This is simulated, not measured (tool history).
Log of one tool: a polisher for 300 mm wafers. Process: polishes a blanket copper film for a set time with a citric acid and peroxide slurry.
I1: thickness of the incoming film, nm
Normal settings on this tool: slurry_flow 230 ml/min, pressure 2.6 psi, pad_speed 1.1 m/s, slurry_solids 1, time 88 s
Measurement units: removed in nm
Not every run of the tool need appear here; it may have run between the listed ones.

{"run": 1, "hour": 0.0, "slurry_flow": 230, "pressure": 2.6, "pad_speed": 1.1, "slurry_solids": 1, "time": 88, "I1": 815.4, "removed": 144.6}
{"run": 2, "hour": 31.2, "slurry_flow": 230, "pressure": 2.6, "pad_speed": 1.1, "slurry_solids": 1, "time": 88, "I1": 806, "removed": 143.6}
{"hour": 48.1, "done": "slurry blender recalibrated"}
{"run": 3, "hour": 50.7, "slurry_flow": 230, "pressure": 2.6, "pad_speed": 1.1, "slurry_solids": 1, "time": 88, "I1": 818.9, "removed": 145.2}
{"run": 4, "hour": 73.3, "slurry_flow": 230, "pressure": 2.6, "pad_speed": 1.1, "slurry_solids": 1, "time": 88, "I1": 808.2, "removed": 144.3}
{"run": 5, "hour": 91.2, "slurry_flow": 230, "pressure": 2.6, "pad_speed": 0.88, "slurry_solids": 1, "time": 88, "I1": 823.3, "removed": 115.9}
{"run": 6, "hour": 104.2, "slurry_flow": 230, "pressure": 2.6, "pad_speed": 1.1, "slurry_solids": 0.8, "time": 88, "I1": 823.4, "removed": 136.2}
{"run": 7, "hour": 119.7, "slurry_flow": 230, "pressure": 2.6, "pad_speed": 1.1, "slurry_solids": 0.8, "time": 88, "I1": 823.7, "removed": 136.3}
{"hour": 141.2, "done": "worn pad replaced by a new one"}
{"run": 8, "hour": 147.9, "slurry_flow": 230, "pressure": 2.6, "pad_speed": 1.1, "slurry_solids": 1, "time": 88, "I1": 819.4, "removed": 141.3}
{"run": 9, "hour": 164.3, "slurry_flow": 230, "pressure": 2.6, "pad_speed": 1.1, "slurry_solids": 1, "time": 88, "I1": 821.3, "removed": 142.3}
{"hour": 182.8, "done": "slurry blender recalibrated"}
{"run": 10, "hour": 195.9, "slurry_flow": 230, "pressure": 2.6, "pad_speed": 1.1, "slurry_solids": 1, "time": 88, "I1": 803, "removed": 140.3}
{"run": 11, "hour": 221.8, "slurry_flow": 230, "pressure": 2.6, "pad_speed": 1.1, "slurry_solids": 1, "time": 88, "I1": 799.3, "removed": 139.8}
{"hour": 227.7, "done": "slurry nozzle cleaned"}
{"run": 12, "hour": 240.5, "slurry_flow": 230, "pressure": 2.6, "pad_speed": 1.1, "slurry_solids": 1, "time": 88, "I1": 796.6, "removed": 153.2}
{"run": 13, "hour": 265.4, "slurry_flow": 255, "pressure": 2.3, "pad_speed": 1.1, "slurry_solids": 1, "time": 88, "I1": 805.6, "removed": 142.3}
{"run": 14, "hour": 280.2, "slurry_flow": 230, "pressure": 2.6, "pad_speed": 1.1, "slurry_solids": 1, "time": 88, "I1": 805.4, "removed": 154.9}
{"run": 15, "hour": 297.3, "slurry_flow": 230, "pressure": 2.6, "pad_speed": 1.1, "slurry_solids": 1, "time": 88, "I1": 812.5, "removed": 152.6}
{"hour": 330.8, "done": "worn pad replaced by a new one"}
{"run": 16, "hour": 331.3, "slurry_flow": 230, "pressure": 2.6, "pad_speed": 1.1, "slurry_solids": 1, "time": 88, "I1": 815.8, "removed": 153.4}
{"hour": 337.7, "done": "head pressure recalibrated"}
{"hour": 355.8, "done": "slurry blender recalibrated"}
{"run": 17, "hour": 362.2, "slurry_flow": 230, "pressure": 2.6, "pad_speed": 1.1, "slurry_solids": 0.85, "time": 61, "I1": 804.8, "removed": 102.9}
{"run": 18, "hour": 380.2, "slurry_flow": 195, "pressure": 2.6, "pad_speed": 1.1, "slurry_solids": 0.75, "time": 88, "I1": 806.9, "removed": 139.1}
{"run": 19, "hour": 481.7, "slurry_flow": 230, "pressure": 2.6, "pad_speed": 1.38, "slurry_solids": 1, "time": 88, "I1": 815.5, "removed": 190.5}
{"run": 20, "hour": 502.1, "slurry_flow": 230, "pressure": 2.6, "pad_speed": 1.1, "slurry_solids": 1, "time": 88, "I1": 810.5, "removed": 152.5}
{"hour": 511.7, "done": "slurry blender recalibrated"}
{"run": 21, "hour": 521.1, "slurry_flow": 230, "pressure": 1.8, "pad_speed": 1.4, "slurry_solids": 0.7, "time": 109, "I1": 804.9, "removed": 169.5}
{"run": 22, "hour": 536.5, "slurry_flow": 230, "pressure": 2.6, "pad_speed": 1.1, "slurry_solids": 0.9, "time": 107, "I1": 815.6, "removed": 178.8}
{"hour": 543.1, "done": "worn pad replaced by a new one"}
{"run": 23, "hour": 549.7, "slurry_flow": 230, "pressure": 3.4, "pad_speed": 1.1, "slurry_solids": 0.8, "time": 77, "I1": 810.6, "removed": 157.7}
{"run": 24, "hour": 565.4, "slurry_flow": 230, "pressure": 2.8, "pad_speed": 0.88, "slurry_solids": 1, "time": 104, "I1": 801.2, "removed": 151.3}
{"run": 25, "hour": 592.5, "slurry_flow": 230, "pressure": 2.6, "pad_speed": 1.1, "slurry_solids": 1, "time": 88, "I1": 791.3, "removed": 149.4}
{"run": 26, "hour": 618.0, "slurry_flow": 150, "pressure": 2.6, "pad_speed": 1.1, "slurry_solids": 1, "time": 98, "I1": 809, "removed": 150.4}
{"run": 27, "hour": 636.0, "slurry_flow": 230, "pressure": 2.6, "pad_speed": 1.1, "slurry_solids": 1.1, "time": 88, "I1": 827.8, "removed": 151.9}
{"run": 28, "hour": 648.1, "slurry_flow": 230, "pressure": 2.6, "pad_speed": 1.1, "slurry_solids": 0.9, "time": 64, "I1": 806.3, "removed": 106.5}
{"hour": 676.9, "done": "slurry blender recalibrated"}
{"run": 29, "hour": 682.9, "slurry_flow": 155, "pressure": 1.8, "pad_speed": 0.72, "slurry_solids": 1, "time": 76, "I1": 805.1, "removed": 59.8}
{"run": 30, "hour": 701.5, "slurry_flow": 230, "pressure": 2.6, "pad_speed": 1.1, "slurry_solids": 1, "time": 88, "I1": 814.2, "removed": 146.9}
{"hour": 730.1, "done": "worn pad replaced by a new one"}
{"run": 31, "hour": 730.6, "slurry_flow": 300, "pressure": 2.6, "pad_speed": 1.1, "slurry_solids": 1, "time": 88, "I1": 822.5, "removed": 154.7}

The logged runs with the hidden state left out (each run's random variation unchanged):
Unlogged tool condition in this case: removal rate lost through wear of the pad, %; slurry flow missing at the pad, %; deviation of the head's pressure from its setpoint, %; abrasive missing from the slurry, %.
run=1 removed=153.1
run=2 removed=152.7
run=3 removed=154.9
run=4 removed=154.5
run=5 removed=124.5
run=6 removed=146.6
run=7 removed=147.1
run=8 removed=153.2
run=9 removed=154.8
run=10 removed=153.5
run=11 removed=153.8
run=12 removed=153.6
run=13 removed=142.8
run=14 removed=155.7
run=15 removed=153.5
run=16 removed=154.7
run=17 removed=104
run=18 removed=141.2
run=19 removed=194.6
run=20 removed=156
run=21 removed=173.7
run=22 removed=183.5
run=23 removed=162.1
run=24 removed=155.8
run=25 removed=154.3
run=26 removed=158.7
run=27 removed=157.5
run=28 removed=110.6
run=29 removed=63.7
run=30 removed=153.5
run=31 removed=160.5

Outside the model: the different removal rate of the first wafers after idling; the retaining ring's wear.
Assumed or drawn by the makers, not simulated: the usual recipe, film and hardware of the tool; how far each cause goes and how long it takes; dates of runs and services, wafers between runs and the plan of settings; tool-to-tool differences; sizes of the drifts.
